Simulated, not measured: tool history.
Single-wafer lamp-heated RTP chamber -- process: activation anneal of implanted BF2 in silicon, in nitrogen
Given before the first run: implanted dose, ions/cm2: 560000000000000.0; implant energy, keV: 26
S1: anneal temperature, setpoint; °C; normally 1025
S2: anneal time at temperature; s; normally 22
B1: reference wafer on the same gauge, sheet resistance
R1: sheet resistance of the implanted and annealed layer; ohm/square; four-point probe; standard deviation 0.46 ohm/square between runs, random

run      day    S1  S2      B1      R1
  1        0  1033  22  208.89  200.48
  2    2.642  1025  18  209.04   204.3
  3    5.717  1025  22  209.02  201.78
      17.117  -- reflector plate cleaned
  4   17.171  1025  22  209.05  201.48
  5   20.688  1025  22  209.11  200.19
  6   23.988  1009  22  208.95  202.89
      25.262  -- pyrometer window cleaned and pyrometer calibrated
  7   26.771  1009  22  209.03  205.71
  8   30.412  1025  22     209  201.75
  9    34.45  1025  22  209.08  202.91
      37.221  -- gauge calibrated
 10   37.858  1025  22  208.98  201.88
 11   40.917  1025  22  209.01  201.24
      42.925  -- reflector plate cleaned
 12   42.946  1025  22  209.01  201.14
 13    45.75  1008  22  209.01  204.32
      47.929  -- pyrometer window cleaned and pyrometer calibrated
 14   49.946  1025  22  208.98   203.2
 15   52.658  1025  22  209.02  202.76
 16   56.712  1025  22  208.95  201.76
 17   61.188  1025  22   208.9  202.32
 18    65.15  1001  12  209.02  210.48
       65.55  -- reflector plate cleaned
 19   69.354  1025  30  209.13  198.47
      69.838  -- pyrometer window cleaned and pyrometer calibrated
 20   73.829  1036  15  209.03   202.7
 21   76.746   998  35  209.07  206.54
 22   80.604  1050  31  208.98   195.6
 23   83.842  1053  22  209.04  197.35
 24    86.55  1007  27  208.93  203.88
      87.471  -- reflector plate cleaned
 25   88.554  1048  31  209.01  195.62
 26   90.167  1012  15  209.01  206.31
 27   93.542  1004  18  208.98  206.66
 28   95.254  1025  22  209.05  200.18
      97.258  -- pyrometer window cleaned and pyrometer calibrated
 29   97.279  1025  22  208.96  202.51
 30   98.708  1025  22  209.01  203.01
 31  100.233  1025  22     209  202.15
 32  104.188  1025  22  208.98  203.44
 33  107.092  1025  22  208.98  202.61
 34  109.112  1025  22  209.01  201.44
 35  111.529  1016  18  208.98  204.13
 36  113.783   996  11  208.98  212.42

What if the next run were any one of these 4? Each begins from the tool's condition after run 36:
  A  113.8  1025  22   ?   ?
  B  113.8  1014  31   ?   ?
  C  113.8  1038  13   ?   ?
  D  113.8  1041  16   ?   ?

run      B1      R1
  A  209.01  201.72
  B  209.01  201.63
  C  209.01  202.47
  D  209.01  200.95
Stripped of hidden state, with their random variation kept, the same runs would have yielded:
run      R1
  A  203.39
  B  203.67
  C  203.87
  D  202.25
